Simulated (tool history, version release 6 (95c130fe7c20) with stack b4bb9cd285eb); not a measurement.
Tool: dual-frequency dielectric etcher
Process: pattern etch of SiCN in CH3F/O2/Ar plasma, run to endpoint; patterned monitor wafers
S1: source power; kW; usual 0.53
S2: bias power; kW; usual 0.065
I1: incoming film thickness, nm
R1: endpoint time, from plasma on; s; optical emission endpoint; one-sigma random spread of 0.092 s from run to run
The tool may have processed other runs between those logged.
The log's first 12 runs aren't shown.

run	hour	S1	S2	I1	R1
13	312.9	0.53	0.065	11.74	30.6
14	348.4	0.53	0.065	12.01	31.1
15	380.3	0.61	0.057	11.93	30.2
16	458.4	0.49	0.08	11.88	29.5
17	476.6	0.58	0.07	11.85	28.3
18	506.2	0.53	0.08	11.87	28.3
# hour 541.6: wet clean of the chamber
19	570.1	0.49	0.071	11.82	31.2
20	598.6	0.57	0.05	11.86	32.6
21	627.5	0.44	0.081	11.91	31.6
# hour 660.2: bias power generator calibrated
22	667.8	0.53	0.065	11.92	30.5
23	701.5	0.53	0.065	11.94	30.3
24	719.9	0.44	0.051	11.97	36.2

Run 25 comes next. What will it give?
25	745.2	0.64	0.07	11.87	?

Run 25 yielded R1 26.7 s.
If the tool had no hidden condition, the same run with the same run-to-run variation would have returned R1 27.3 s.
